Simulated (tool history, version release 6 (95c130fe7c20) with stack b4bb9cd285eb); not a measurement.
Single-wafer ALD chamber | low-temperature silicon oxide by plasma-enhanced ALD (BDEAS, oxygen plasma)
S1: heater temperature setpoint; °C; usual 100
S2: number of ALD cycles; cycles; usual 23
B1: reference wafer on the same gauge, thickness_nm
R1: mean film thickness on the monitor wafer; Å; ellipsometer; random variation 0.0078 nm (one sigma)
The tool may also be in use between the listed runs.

| run | hour | S1 | S2 | B1 | R1 |
|---|---|---|---|---|---|
| 1 | 0.0 | 89 | 23 | 2.689 | 31.62 |
| 2 | 36.4 | 89 | 23 | 2.691 | 31.80 |
| 3 | 71.3 | 89 | 23 | 2.693 | 31.67 |
| 4 | 111.4 | 100 | 23 | 2.696 | 30.77 |
| 5 | 180.9 | 100 | 23 | 2.701 | 30.74 |
| 6 | 234.7 | 100 | 23 | 2.702 | 30.84 |
| 7 | 263.6 | 100 | 23 | 2.703 | 30.71 |
| 8 | 325.3 | 100 | 23 | 2.708 | 30.93 |
| 9 | 392.3 | 92 | 23 | 2.711 | 31.67 |
|  | 433.9 | thermocouple changed; heater temperature recalibrated |
| 10 | 463.7 | 90 | 19 | 2.717 | 26.32 |
|  | 488.6 | gauge calibrated |
| 11 | 496.5 | 90 | 20 | 2.670 | 27.22 |
| 12 | 538.9 | 115 | 21 | 2.673 | 27.22 |
| 13 | 649.7 | 93 | 25 | 2.678 | 33.85 |
| 14 | 700.8 | 100 | 25 | 2.681 | 33.14 |

3 ways to go on from here, each from the tool as it stands after run 14. What would each give?
| A | 701.2 | 88 | 23 | ? | ? |
| B | 701.2 | 111 | 27 | ? | ? |
| C | 701.2 | 90 | 21 | ? | ? |

| run | B1 | R1 |
|---|---|---|
| A | 2.680 | 31.81 |
| B | 2.680 | 35.34 |
| C | 2.680 | 28.86 |
Without the tool's hidden state the same runs would have given:
| run | R1 |
|---|---|
| A | 31.67 |
| B | 35.19 |
| C | 28.74 |
